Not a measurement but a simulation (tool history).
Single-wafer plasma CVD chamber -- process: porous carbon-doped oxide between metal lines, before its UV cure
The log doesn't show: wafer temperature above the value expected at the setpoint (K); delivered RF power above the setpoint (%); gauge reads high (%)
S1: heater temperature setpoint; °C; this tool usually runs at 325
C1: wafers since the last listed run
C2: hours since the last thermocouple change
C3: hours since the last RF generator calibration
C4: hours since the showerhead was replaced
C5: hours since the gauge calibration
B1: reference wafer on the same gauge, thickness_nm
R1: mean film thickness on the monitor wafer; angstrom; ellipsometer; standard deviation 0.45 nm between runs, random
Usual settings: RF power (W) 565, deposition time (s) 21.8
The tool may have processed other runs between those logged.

Run 1, hour 0.0: usual settings but S1 314 °C; C1 0; C2 2606.1; C3 1471.1; C4 8003.7; C5 767.7; B1 117.101. Result: R1 1196.81 angstrom.
Run 2, hour 19.7: usual settings but S1 314 °C; C1 386; C2 2625.8; C3 1490.8; C4 8023.4; C5 787.4; B1 116.881. Result: R1 1192.28 angstrom.
Run 3, hour 124.8: usual settings but S1 314 °C; C1 2063; C2 2730.9; C3 1595.9; C4 8128.5; C5 892.5; B1 117.025. Result: R1 1191.75 angstrom.
Run 4, hour 143.2: usual settings; C1 361; C2 2749.3; C3 1614.3; C4 8146.9; C5 910.9; B1 117.043. Result: R1 1120.20 angstrom.
Run 5, hour 213.2: usual settings; C1 1374; C2 2819.3; C3 1684.3; C4 8216.9; C5 980.9; B1 116.952. Result: R1 1120.24 angstrom.
Run 6, hour 239.7: usual settings; C1 520; C2 2845.8; C3 1710.8; C4 8243.4; C5 1007.4; B1 116.960. Result: R1 1119.47 angstrom.
At hour 271.7: RF generator calibrated.
Run 7, hour 272.2: usual settings; C1 480; C2 2878.3; C3 0.5; C4 8275.9; C5 1039.9; B1 116.933. Result: R1 1198.25 angstrom.
Run 8, hour 276.8: usual settings; C1 90; C2 2882.9; C3 5.1; C4 8280.5; C5 1044.5; B1 116.894. Result: R1 1194.08 angstrom.
Run 9, hour 296.7: usual settings but deposition time (s) 24.5; C1 390; C2 2902.8; C3 25.0; C4 8300.4; C5 1064.4; B1 116.948. Result: R1 1352.14 angstrom.
Run 10, hour 332.3: usual settings but deposition time (s) 24.5; C1 698; C2 2938.4; C3 60.6; C4 8336.0; C5 1100.0; B1 117.034. Result: R1 1344.84 angstrom.
Run 11, hour 359.6: usual settings but deposition time (s) 24.5; C1 535; C2 2965.7; C3 87.9; C4 8363.3; C5 1127.3; B1 116.985. Result: R1 1349.12 angstrom.
Run 12, hour 387.8: usual settings; C1 553; C2 2993.9; C3 116.1; C4 8391.5; C5 1155.5; B1 117.016. Result: R1 1202.44 angstrom.
Run 13, hour 401.3: usual settings but deposition time (s) 24.7; C1 264; C2 3007.4; C3 129.6; C4 8405.0; C5 1169.0; B1 116.970. Result: R1 1363.01 angstrom.
Run 14, hour 416.1: usual settings but deposition time (s) 24.7; C1 290; C2 3022.2; C3 144.4; C4 8419.8; C5 1183.8; B1 117.060. Result: R1 1345.67 angstrom.
At hour 434.5: thermocouple changed; heater temperature recalibrated.
Run 15, hour 435.4: usual settings but S1 339 °C; C1 221; C2 0.9; C3 163.7; C4 8439.1; C5 1203.1; B1 116.799. Result: R1 1116.63 angstrom.
Run 16, hour 448.3: usual settings but S1 318 °C, RF power (W) 465, deposition time (s) 25.3; C1 253; C2 13.8; C3 176.6; C4 8452.0; C5 1216.0; B1 117.003. Result: R1 1252.29 angstrom.
Run 17, hour 477.0: usual settings but S1 320 °C, RF power (W) 535; C1 563; C2 42.5; C3 205.3; C4 8480.7; C5 1244.7; B1 116.825. Result: R1 1173.70 angstrom.
At hour 488.4: gauge calibrated.
Run 18, hour 494.2: usual settings but RF power (W) 605, deposition time (s) 19.5; C1 337; C2 59.7; C3 222.5; C4 8497.9; C5 5.8; B1 117.058. Result: R1 1122.85 angstrom.
Run 19, hour 511.8: usual settings but S1 312 °C; C1 345; C2 77.3; C3 240.1; C4 8515.5; C5 23.4; B1 116.946. Result: R1 1284.63 angstrom.
Run 20, hour 540.2: usual settings but S1 334 °C, deposition time (s) 18.4; C1 557; C2 105.7; C3 268.5; C4 8543.9; C5 51.8; B1 117.075. Result: R1 976.71 angstrom.
Run 21, hour 555.9: usual settings but S1 332 °C, RF power (W) 600; C1 308; C2 121.4; C3 284.2; C4 8559.6; C5 67.5; B1 116.923. Result: R1 1197.62 angstrom.
Run 22, hour 583.8: usual settings but S1 312 °C, deposition time (s) 18.0; C1 547; C2 149.3; C3 312.1; C4 8587.5; C5 95.4; B1 117.194. Result: R1 1067.63 angstrom.
Run 23, hour 600.5: usual settings but RF power (W) 535, deposition time (s) 19.2; C1 327; C2 166.0; C3 328.8; C4 8604.2; C5 112.1; B1 116.995. Result: R1 1024.35 angstrom.

Expected results for the next run?
Run 24, hour 623.2: usual settings; C1 445; C2 188.7; C3 351.5; C4 8626.9; C5 134.8; B1 ?. Result: R1 ?.

{"run 24": {"B1": 116.95, "R1": 1202.7}}
The same run, on a tool lacking any hidden state, would have yielded R1 1205.86 angstrom.
